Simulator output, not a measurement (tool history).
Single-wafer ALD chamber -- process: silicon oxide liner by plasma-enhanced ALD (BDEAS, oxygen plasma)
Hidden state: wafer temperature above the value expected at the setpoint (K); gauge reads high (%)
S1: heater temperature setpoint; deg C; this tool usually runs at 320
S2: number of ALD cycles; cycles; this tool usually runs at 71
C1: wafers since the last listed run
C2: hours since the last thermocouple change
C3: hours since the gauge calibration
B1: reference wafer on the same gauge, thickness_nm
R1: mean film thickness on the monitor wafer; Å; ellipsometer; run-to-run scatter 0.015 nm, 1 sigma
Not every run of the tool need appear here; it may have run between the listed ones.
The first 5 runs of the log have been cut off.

run    hour   S1  S2    C1     C2      C3     B1     R1
  6   276.1  310  60   234  553.2   434.7  6.350  50.94
  7   308.8  313  71   190  585.9   467.4  6.345  60.36
  8   341.6  313  71   190  618.7   500.2  6.352  60.16
  9   371.1  313  71   171  648.2   529.7  6.352  60.19
 10   422.7  325  71   300  699.8   581.3  6.349  59.03
 11   454.4  325  71   184  731.5   613.0  6.350  59.33
 12   480.5  325  71   151  757.6   639.1  6.351  59.33
 13   523.4  324  71   249  800.5   682.0  6.348  59.34
 14   594.0  320  71   410  871.1   752.6  6.349  59.90
 15   618.2  320  71   140  895.3   776.8  6.354  60.00
      672.0  -- thermocouple changed; heater temperature recalibrated
 16   672.5  320  82   269    0.5   831.1  6.343  68.39
 17   726.2  331  71   312   54.2   884.8  6.350  58.03
 18   938.7  313  71  1236  266.7  1097.3  6.348  60.09
 19   985.9  320  71   274  313.9  1144.5  6.351  59.37
 20  1026.1  309  64   233  354.1  1184.7  6.351  54.60
 21  1072.5  332  61   270  400.5  1231.1  6.351  50.00
 22  1104.5  312  64   186  432.5  1263.1  6.354  54.27
 23  1168.9  335  61   374  496.9  1327.5  6.355  49.96

What will run 24 give?
 24  1202.7  310  60  196  530.7  1361.3   ?   ?

B1: 6.347
R1: 50.81 Å
Take away the tool's hidden state, keep the run-to-run variation as it was, and the same run would have given R1 50.70 Å.

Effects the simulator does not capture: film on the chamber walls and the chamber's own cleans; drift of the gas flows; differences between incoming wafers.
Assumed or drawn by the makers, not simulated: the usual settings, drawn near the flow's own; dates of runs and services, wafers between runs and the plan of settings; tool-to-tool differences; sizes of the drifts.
